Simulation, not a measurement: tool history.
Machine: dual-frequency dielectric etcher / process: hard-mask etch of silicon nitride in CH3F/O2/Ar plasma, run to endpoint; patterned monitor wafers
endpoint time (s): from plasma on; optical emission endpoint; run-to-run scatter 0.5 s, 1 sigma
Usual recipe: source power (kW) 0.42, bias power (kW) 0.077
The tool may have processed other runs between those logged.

run,hour,source power (kW),bias power (kW),wafers since the last listed run,hours since the last wet clean,hours since the last source power generator calibration,hours since the last bias power generator calibration,hours since the last upper electrode change,"incoming incoming film thickness, nm",endpoint time (s)
1,0,0.39,0.077,0,385.9,2473.3,3153.8,4523.6,55.4,75.4
2,10,0.39,0.077,106,395.9,2483.3,3163.8,4533.6,55.6,74.4
3,24.9,0.45,0.064,158,410.8,2498.2,3178.7,4548.5,55.4,77.5
4,36.4,0.42,0.077,122,422.3,2509.7,3190.2,4560,54.9,71.9
5,48.7,0.5,0.077,130,434.6,2522,3202.5,4572.3,55.5,70.4
6,55,0.5,0.077,66,440.9,2528.3,3208.8,4578.6,55.5,68.9
7,66.7,0.42,0.077,124,452.6,2540,3220.5,4590.3,55.7,73.8
8,101.2,0.42,0.077,366,487.1,2574.5,3255,4624.8,55.3,74.6
9,113.1,0.42,0.077,126,499,2586.4,3266.9,4636.7,55.7,74.5
10,124.4,0.42,0.077,120,510.3,2597.7,3278.2,4648,54.6,72.2
11,132.5,0.42,0.077,86,518.4,2605.8,3286.3,4656.1,55,72.4
12,143.7,0.42,0.077,119,529.6,2617,3297.5,4667.3,55.5,73.2
13,161.2,0.42,0.077,186,547.1,2634.5,3315,4684.8,55.6,73.9
14,169.3,0.42,0.077,86,555.2,2642.6,3323.1,4692.9,55.1,73.9
15,176.6,0.47,0.077,77,562.5,2649.9,3330.4,4700.2,55.4,71.1
16,185.8,0.47,0.077,97,571.7,2659.1,3339.6,4709.4,55.5,71.3
17,198.5,0.46,0.087,134,584.4,2671.8,3352.3,4722.1,54.9,68.4
18,205.9,0.49,0.096,78,591.8,2679.2,3359.7,4729.5,55.2,65.4
# hour 214.2: source power generator calibrated
19,214.7,0.42,0.077,51,600.6,0.5,3368.5,4738.3,55,74.2
20,220.9,0.47,0.063,65,606.8,6.7,3374.7,4744.5,55.7,76.8
21,231.8,0.42,0.077,115,617.7,17.6,3385.6,4755.4,55.5,74.1
22,241.7,0.33,0.085,105,627.6,27.5,3395.5,4765.3,55.2,75.3
# hour 269.6: wet clean of the chamber
23,270.1,0.5,0.061,46,0.5,55.9,3423.9,4793.7,55.6,78.4
24,270.5,0.42,0.077,4,0.9,56.3,3424.3,4794.1,55.4,76
25,276.1,0.48,0.065,59,6.5,61.9,3429.9,4799.7,55.4,78.2
# hour 289.2: bias power generator calibrated
# hour 304.1: upper electrode replaced
26,304.6,0.42,0.095,101,35,90.4,15.4,0.5,55.6,70.1
27,305,0.51,0.077,4,35.4,90.8,15.8,0.9,55.4,72.4
28,317.6,0.34,0.071,133,48,103.4,28.4,13.5,55.1,82.9
# hour 357.7: wet clean of the chamber, repeated, since the last time left the tool worse
29,358.2,0.42,0.069,176,0.5,144,69,54.1,55.5,74.3
30,358.5,0.45,0.067,3,0.8,144.3,69.3,54.4,55.3,73.4
31,358.9,0.35,0.061,4,1.2,144.7,69.7,54.8,55.8,83.4
32,369.3,0.42,0.077,110,11.6,155.1,80.1,65.2,55.1,71
33,415.5,0.46,0.083,491,57.8,201.3,126.3,111.4,55,67.5
34,432.8,0.39,0.091,183,75.1,218.6,143.6,128.7,55.1,68.8
35,485.7,0.42,0.094,562,128,271.5,196.5,181.6,55.2,67
36,493.3,0.32,0.091,80,135.6,279.1,204.1,189.2,55.4,72.6

Here are 3 independent what-if runs from the current tool condition. What would each one return?
A,493.7,0.34,0.077,4,136,279.5,204.5,189.6,55.6,?
B,493.7,0.38,0.058,4,136,279.5,204.5,189.6,55.6,?
C,493.7,0.52,0.091,4,136,279.5,204.5,189.6,55.6,?

run,endpoint time (s)
A,76.3
B,82.3
C,64
Take away the tool's hidden state, keep each run's random variation, and the runs would have read:
run,endpoint time (s)
A,75.4
B,81.3
C,63.3
